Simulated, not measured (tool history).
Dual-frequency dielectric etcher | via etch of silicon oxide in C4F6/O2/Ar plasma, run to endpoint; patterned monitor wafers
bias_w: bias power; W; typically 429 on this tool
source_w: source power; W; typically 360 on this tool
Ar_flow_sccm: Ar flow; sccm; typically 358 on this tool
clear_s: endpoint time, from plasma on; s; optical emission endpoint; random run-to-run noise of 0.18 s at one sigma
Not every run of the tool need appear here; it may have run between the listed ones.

| run | hour | bias_w | source_w | Ar_flow_sccm | incoming incoming film thickness, nm | clear_s |
|---|---|---|---|---|---|---|
| 1 | 0.0 | 429 | 360 | 358 | 123.6 | 29.3 |
|  | 18.5 | wet clean of the chamber |
| 2 | 94.1 | 429 | 360 | 358 | 123.9 | 29.3 |
| 3 | 137.4 | 429 | 360 | 337 | 123.5 | 28.8 |
| 4 | 209.0 | 429 | 420 | 418 | 123.5 | 28.2 |
| 5 | 314.6 | 429 | 420 | 418 | 123.8 | 28.3 |
| 6 | 379.3 | 429 | 360 | 358 | 123.9 | 29.1 |
| 7 | 446.5 | 429 | 360 | 358 | 123.5 | 28.9 |
|  | 495.8 | wet clean of the chamber |
| 8 | 516.2 | 429 | 360 | 358 | 125.1 | 29.6 |
|  | 541.7 | bias power generator calibrated |
|  | 609.9 | source power generator calibrated |
|  | 633.6 | upper electrode replaced |
| 9 | 634.1 | 429 | 360 | 358 | 123.3 | 29.4 |
| 10 | 672.0 | 429 | 360 | 358 | 124.1 | 29.7 |
| 11 | 742.7 | 429 | 360 | 358 | 122.8 | 29.3 |
|  | 842.7 | Ar flow controller replaced |
| 12 | 849.1 | 429 | 360 | 358 | 123.6 | 29.2 |
|  | 952.1 | wet clean of the chamber |
| 13 | 954.5 | 498 | 330 | 430 | 124.7 | 29.4 |
| 14 | 1005.7 | 516 | 440 | 437 | 123.3 | 25.8 |
| 15 | 1048.8 | 374 | 390 | 416 | 122.9 | 30.8 |

Estimate the outcome of run 16 from the log above:
| 16 | 1121.3 | 363 | 430 | 306 | 123.0 | ? |

clear_s: 28.7 s
With no hidden state in the tool, this same run would have given clear_s 28.7 s.
